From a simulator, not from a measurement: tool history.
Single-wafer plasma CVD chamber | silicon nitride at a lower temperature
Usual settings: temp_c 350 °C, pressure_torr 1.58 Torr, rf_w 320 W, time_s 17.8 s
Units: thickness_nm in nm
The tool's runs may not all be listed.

run	day	temp_c	pressure_torr	rf_w	time_s	read-back reference wafer on the same gauge, thickness_nm	thickness_nm
1	0	350	1.58	365	17.8	18.799	21.801
2	3.871	350	1.58	365	17.8	18.787	21.798
3	5.779	350	1.58	365	17.8	18.789	21.678
4	8.617	350	1.58	320	17.8	18.782	20.306
5	11.146	350	1.58	320	17.8	18.804	20.326
6	12.662	350	1.58	320	17.8	18.808	20.379
7	17.1	350	1.58	335	17.8	18.797	20.732
8	19.35	350	1.58	335	17.8	18.788	20.784
9	20.996	350	1.58	335	17.8	18.802	20.831
10	23.775	350	1.58	380	17.8	18.812	22.111
11	25.383	350	1.58	320	17.8	18.802	21.211
12	29.392	350	1.58	320	17.8	18.803	21.023
13	31.492	339	1.58	365	17.8	18.798	22.318
14	34.767	350	1.32	320	20.5	18.791	22.16
15	37.433	350	1.45	380	17.8	18.79	21.741
16	45.771	350	1.22	320	17.8	18.8	18.355
17	48.667	350	1.58	320	17.8	18.796	20.495
18	52.954	363	1.58	320	21.1	18.784	24.191

Taken out of this log: 5 entries between the listed runs. Where each belongs, and how the hidden state differs across it:
Between runs 7 and 8: thermocouple changed; heater temperature recalibrated (day 18.7)
  delivered RF power above the setpoint (%): -8.73 -> -8.84
  measured less the result without the state, thickness_nm: -0.92 -> -0.934 nm
Between runs 9 and 10: gauge calibrated (day 22.692)
  delivered RF power above the setpoint (%): -8.9 -> -9
  measured less the result without the state, thickness_nm: -0.944 -> -0.974 nm
Between runs 10 and 11: RF generator calibrated (day 24.862)
  delivered RF power above the setpoint (%): -9 -> -0.524
  measured less the result without the state, thickness_nm: -0.974 -> -0.053 nm
Between runs 11 and 12: capacitance manometer re-zeroed and calibrated (day 29.371)
  delivered RF power above the setpoint (%): -0.524 -> -2.38
  measured less the result without the state, thickness_nm: -0.053 -> -0.245 nm
Between runs 15 and 16: showerhead replaced (day 40.758)
  delivered RF power above the setpoint (%): -4.89 -> -6.41
  measured less the result without the state, thickness_nm: -0.508 -> -0.591 nm
